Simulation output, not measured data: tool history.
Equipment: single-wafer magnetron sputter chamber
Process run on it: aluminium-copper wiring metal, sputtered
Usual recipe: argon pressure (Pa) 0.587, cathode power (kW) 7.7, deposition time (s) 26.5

| run | hour | argon pressure (Pa) | cathode power (kW) | deposition time (s) | read-back reference wafer on the same gauge, thickness_nm | mean film thickness on the monitor wafer (angstrom) |
|---|---|---|---|---|---|---|
| 1 | 0 | 0.587 | 7.7 | 26.5 | 321.65 | 3132.8 |
|  | 34.6 | sputter target and shields replaced |
| 2 | 35.3 | 0.587 | 7.7 | 26.5 | 321.961 | 3226.59 |
| 3 | 67.9 | 0.587 | 7.7 | 26.5 | 321.447 | 3183.18 |
| 4 | 98.6 | 0.587 | 7.7 | 26.5 | 322.089 | 3171.16 |
| 5 | 112.8 | 0.587 | 7.7 | 26.5 | 322.068 | 3154.67 |
| 6 | 215.2 | 0.587 | 7.7 | 26.5 | 322.273 | 3132.5 |
| 7 | 232.3 | 0.587 | 7.7 | 26.5 | 322.062 | 3132.04 |
|  | 258 | sputter target and shields replaced |
|  | 265.7 | capacitance manometer re-zeroed and calibrated |
| 8 | 266.2 | 0.587 | 7.7 | 26.5 | 322.175 | 3154.06 |
| 9 | 284.4 | 0.587 | 7.7 | 26.5 | 322.025 | 3125.63 |
| 10 | 302.7 | 0.411 | 8.9 | 31.1 | 322.048 | 4525.11 |
|  | 306.8 | gauge calibrated |
| 11 | 330.2 | 0.436 | 7.7 | 28.4 | 321.554 | 3538.59 |
|  | 352.1 | magnet pack replaced |
| 12 | 362.3 | 0.684 | 9.5 | 22.4 | 322.154 | 3102.96 |
| 13 | 391.7 | 0.587 | 7.7 | 26.5 | 321.92 | 3111.33 |
| 14 | 405.9 | 0.587 | 7.7 | 26.5 | 322.065 | 3070.1 |
| 15 | 437.6 | 0.587 | 7.7 | 26.5 | 322.033 | 3066.95 |
| 16 | 460.5 | 0.511 | 8.2 | 26.5 | 321.976 | 3387.25 |
| 17 | 489.3 | 0.659 | 7.7 | 26.5 | 322.175 | 3011.68 |
|  | 508.7 | sputter target and shields replaced |
| 18 | 516.7 | 0.587 | 7.7 | 26.5 | 322.216 | 3194.86 |
| 19 | 533.6 | 0.587 | 7.7 | 26.5 | 321.837 | 3150.59 |
| 20 | 562.7 | 0.697 | 7.7 | 31.8 | 321.939 | 3639.81 |
| 21 | 581.2 | 0.798 | 8.2 | 23.9 | 321.973 | 2775.63 |
| 22 | 616.7 | 0.587 | 7.7 | 26.5 | 322.073 | 3111.34 |
| 23 | 630.5 | 0.587 | 9.2 | 30.2 | 321.79 | 4247.03 |
| 24 | 644.2 | 0.726 | 7.7 | 26.5 | 322.332 | 2965.46 |
| 25 | 665.9 | 0.78 | 6.95 | 29.5 | 321.63 | 2901.59 |
| 26 | 695.5 | 0.758 | 8.7 | 26.5 | 322.449 | 3309.68 |
| 27 | 708.2 | 0.587 | 7.7 | 26.5 | 321.931 | 3108.9 |
| 28 | 739.7 | 0.587 | 7.15 | 26.5 | 321.845 | 2879.06 |
|  | 766.1 | sputter target and shields replaced |
| 29 | 768.4 | 0.587 | 8.5 | 26.5 | 321.802 | 3525.19 |
| 30 | 783.2 | 0.674 | 7.7 | 26.5 | 321.868 | 3071.98 |
| 31 | 805.7 | 0.663 | 7.05 | 31.8 | 321.658 | 3378.93 |
| 32 | 834.1 | 0.784 | 6.8 | 23.5 | 322.144 | 2283.75 |
| 33 | 864.7 | 0.653 | 7.7 | 26.5 | 321.99 | 3039.79 |
| 34 | 884.9 | 0.587 | 9.2 | 30.2 | 322.06 | 4252.28 |

Branching from run 34: 4 alternative next runs. What would each branch give?
| A | 885.3 | 0.587 | 6.75 | 26.5 | ? | ? |
| B | 885.3 | 0.587 | 6.05 | 26.5 | ? | ? |
| C | 885.3 | 0.792 | 8.6 | 29.5 | ? | ? |
| D | 885.3 | 0.512 | 7.7 | 23.6 | ? | ? |

| run | read-back reference wafer on the same gauge, thickness_nm | mean film thickness on the monitor wafer (angstrom) |
|---|---|---|
| A | 321.686 | 2753.65 |
| B | 321.686 | 2468.08 |
| C | 321.686 | 3623.77 |
| D | 321.686 | 2876.83 |
What these runs would have given with no unlogged condition in the tool:
| run | mean film thickness on the monitor wafer (angstrom) |
|---|---|
| A | 2790.16 |
| B | 2500.81 |
| C | 3660.18 |
| D | 2918.54 |
